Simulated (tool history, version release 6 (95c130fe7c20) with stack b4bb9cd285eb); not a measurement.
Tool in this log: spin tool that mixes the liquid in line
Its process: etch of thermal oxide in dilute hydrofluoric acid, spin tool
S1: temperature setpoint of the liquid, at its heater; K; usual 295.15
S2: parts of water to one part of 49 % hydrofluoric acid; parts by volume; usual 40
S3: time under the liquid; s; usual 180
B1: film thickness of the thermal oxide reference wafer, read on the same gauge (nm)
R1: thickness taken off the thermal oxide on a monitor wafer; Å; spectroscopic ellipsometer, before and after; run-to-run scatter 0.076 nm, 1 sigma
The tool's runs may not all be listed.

Run 1, hour 0.0: usual settings but S1 291.65 K; B1 149.97. Result: R1 159.8 Å.
Run 2, hour 13.9: usual settings but S1 291.65 K; B1 149.99. Result: R1 160.1 Å.
Run 3, hour 28.6: usual settings but S1 292.65 K; B1 150.00. Result: R1 167.6 Å.
Run 4, hour 36.0: usual settings but S1 292.65 K; B1 150.00. Result: R1 167.0 Å.
Run 5, hour 46.3: usual settings but S1 292.65 K; B1 149.99. Result: R1 167.6 Å.
Run 6, hour 60.9: usual settings; B1 150.00. Result: R1 187.2 Å.
Run 7, hour 68.1: usual settings; B1 150.01. Result: R1 187.5 Å.
Run 8, hour 75.2: usual settings; B1 150.00. Result: R1 187.1 Å.
Run 9, hour 82.6: usual settings; B1 150.06. Result: R1 186.7 Å.
Run 10, hour 96.5: usual settings; B1 149.98. Result: R1 185.8 Å.
Run 11, hour 106.1: usual settings; B1 150.00. Result: R1 186.0 Å.
Run 12, hour 124.0: usual settings; B1 150.02. Result: R1 187.0 Å.
Run 13, hour 139.1: usual settings; B1 149.98. Result: R1 187.3 Å.
Run 14, hour 155.3: usual settings; B1 150.00. Result: R1 186.9 Å.
Run 15, hour 162.0: usual settings but S1 296.15 K; B1 149.96. Result: R1 195.9 Å.
Run 16, hour 176.7: usual settings but S1 296.15 K; B1 149.99. Result: R1 193.7 Å.
At hour 176.9: gauge calibrated.
Run 17, hour 185.7: usual settings but S1 296.15 K; B1 149.97. Result: R1 195.9 Å.
At hour 199.5: thermometer replaced.
Run 18, hour 200.3: usual settings; B1 149.96. Result: R1 213.1 Å.
Run 19, hour 212.5: usual settings but S1 291.15 K, S3 270 s; B1 150.05. Result: R1 268.0 Å.
Run 20, hour 220.2: usual settings but S1 298.15 K; B1 149.98. Result: R1 241.7 Å.
Run 21, hour 235.1: usual settings but S1 296.65 K; B1 150.03. Result: R1 225.7 Å.
Run 22, hour 248.2: usual settings but S2 30 parts by volume, S3 85 s; B1 149.99. Result: R1 135.3 Å.
Run 23, hour 259.4: usual settings; B1 150.00. Result: R1 212.5 Å.
At hour 264.5: hydrofluoric acid flow meter replaced.
Run 24, hour 267.6: usual settings but S1 292.15 K; B1 149.99. Result: R1 171.7 Å.
Run 25, hour 274.0: usual settings but S1 298.65 K; B1 149.98. Result: R1 227.5 Å.
Run 26, hour 290.9: usual settings but S1 293.65 K; B1 149.96. Result: R1 184.5 Å.
Run 27, hour 306.9: usual settings but S1 299.15 K, S2 35 parts by volume, S3 255 s; B1 150.02. Result: R1 378.2 Å.
Run 28, hour 319.0: usual settings but S1 290.15 K, S2 35 parts by volume; B1 150.02. Result: R1 181.8 Å.
Run 29, hour 331.5: usual settings but S2 20 parts by volume, S3 140 s; B1 149.98. Result: R1 315.0 Å.
Run 30, hour 339.1: usual settings but S2 25 parts by volume, S3 75 s; B1 150.00. Result: R1 133.3 Å.
Run 31, hour 355.7: usual settings but S2 60 parts by volume, S3 225 s; B1 149.98. Result: R1 159.1 Å.
Run 32, hour 372.5: usual settings; B1 150.00. Result: R1 195.2 Å.
Run 33, hour 386.7: usual settings but S3 145 s; B1 149.98. Result: R1 157.8 Å.

Run 34 comes next. What will it give?
Run 34, hour 394.2: usual settings but S1 291.15 K, S2 60 parts by volume, S3 95 s; B1 ?. Result: R1 ?.

{"run 34": {"B1": 150.01, "R1": 57.0}}
If the tool had no hidden condition, the same run with the same run-to-run variation would have returned R1 56.9 Å.
